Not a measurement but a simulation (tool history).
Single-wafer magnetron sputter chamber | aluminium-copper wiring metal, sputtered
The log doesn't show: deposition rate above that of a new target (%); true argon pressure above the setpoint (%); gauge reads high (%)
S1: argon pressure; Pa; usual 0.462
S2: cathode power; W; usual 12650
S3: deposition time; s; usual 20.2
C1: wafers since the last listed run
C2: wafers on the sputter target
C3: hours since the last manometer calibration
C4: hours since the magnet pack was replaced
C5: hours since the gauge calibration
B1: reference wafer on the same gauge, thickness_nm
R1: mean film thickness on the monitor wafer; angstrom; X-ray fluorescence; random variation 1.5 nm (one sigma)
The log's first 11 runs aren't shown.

run	hour	S1	S2	S3	C1	C2	C3	C4	C5	B1	R1
# hour 128.8: sputter target and shields replaced
12	129.3	0.462	12650	20.2	238	13	3196.5	6191.1	623.2	488.581	4335.53
13	151.6	0.618	12650	20.2	554	567	3218.8	6213.4	645.5	487.826	3919.73
14	158	0.385	9800	21.9	159	726	3225.2	6219.8	651.9	487.787	3853.29
# hour 176: magnet pack replaced
15	176.5	0.462	12650	20.2	261	987	3243.7	0.5	670.4	489.068	4314.05
16	187.3	0.334	10200	18.7	268	1256	3254.5	11.3	681.2	488.113	3491.08
# hour 191: gauge calibrated
17	197.7	0.407	12650	20.2	258	1514	3264.9	21.7	6.7	488.098	4436.53
18	211.7	0.462	12650	20.2	348	1863	3278.9	35.7	20.7	487.629	4298.98
19	224.3	0.462	12650	17.5	313	2176	3291.5	48.3	33.3	487.252	3706.26

The next listed run, before its measurement:
20	240.7	0.462	12650	20.2	407	2584	3307.9	64.7	49.7	?	?

Run 20 gave B1 487.603, R1 4259.5 angstrom.
Without the tool's hidden state the same run would have given R1 4352.22 angstrom.

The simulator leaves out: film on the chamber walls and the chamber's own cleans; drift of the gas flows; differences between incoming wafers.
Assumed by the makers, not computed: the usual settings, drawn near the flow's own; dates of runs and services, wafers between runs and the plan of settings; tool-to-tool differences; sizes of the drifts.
